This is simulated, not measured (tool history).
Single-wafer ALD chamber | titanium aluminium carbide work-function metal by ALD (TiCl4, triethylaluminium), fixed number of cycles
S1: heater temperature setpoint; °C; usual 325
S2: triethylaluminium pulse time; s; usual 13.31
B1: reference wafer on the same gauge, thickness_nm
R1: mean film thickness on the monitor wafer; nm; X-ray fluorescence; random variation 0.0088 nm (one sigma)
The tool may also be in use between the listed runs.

run 1 day=0 | S1=325 S2=13.31 | B1=2.54 | R1=2.372
run 2 day=1.975 | S1=315 S2=13.31 | B1=2.539 | R1=2.26
run 3 day=6.45 | S1=315 S2=13.31 | B1=2.54 | R1=2.263
run 4 day=8.392 | S1=318 S2=13.31 | B1=2.541 | R1=2.301
run 5 day=11.454 | S1=318 S2=13.31 | B1=2.542 | R1=2.298
run 6 day=14.696 | S1=325 S2=11.2 | B1=2.541 | R1=2.361
run 7 day=16.238 | S1=325 S2=11.2 | B1=2.543 | R1=2.376
run 8 day=18.846 | S1=325 S2=13.31 | B1=2.538 | R1=2.374
run 9 day=21.158 | S1=332 S2=13.31 | B1=2.541 | R1=2.465
-- day=24.958 triethylaluminium bottle replaced
-- day=25.492 showerhead replaced
run 10 day=25.579 | S1=332 S2=13.31 | B1=2.54 | R1=2.458
run 11 day=28.271 | S1=325 S2=13.31 | B1=2.54 | R1=2.372
run 12 day=31.371 | S1=325 S2=13.31 | B1=2.539 | R1=2.378
run 13 day=33.912 | S1=325 S2=13.31 | B1=2.541 | R1=2.399
run 14 day=37.738 | S1=325 S2=13.31 | B1=2.539 | R1=2.388
run 15 day=39.725 | S1=315 S2=13.31 | B1=2.538 | R1=2.292
run 16 day=44.154 | S1=325 S2=13.31 | B1=2.54 | R1=2.378

Run 17 comes next. What will it give?
-- day=45.821 thermocouple changed; heater temperature recalibrated
run 17 day=48.292 | S1=318 S2=15.05 | B1=? | R1=?

{"run 17": {"B1": 2.539, "R1": 2.275}}
Without the tool's hidden state the same run would have given R1 2.27 nm.
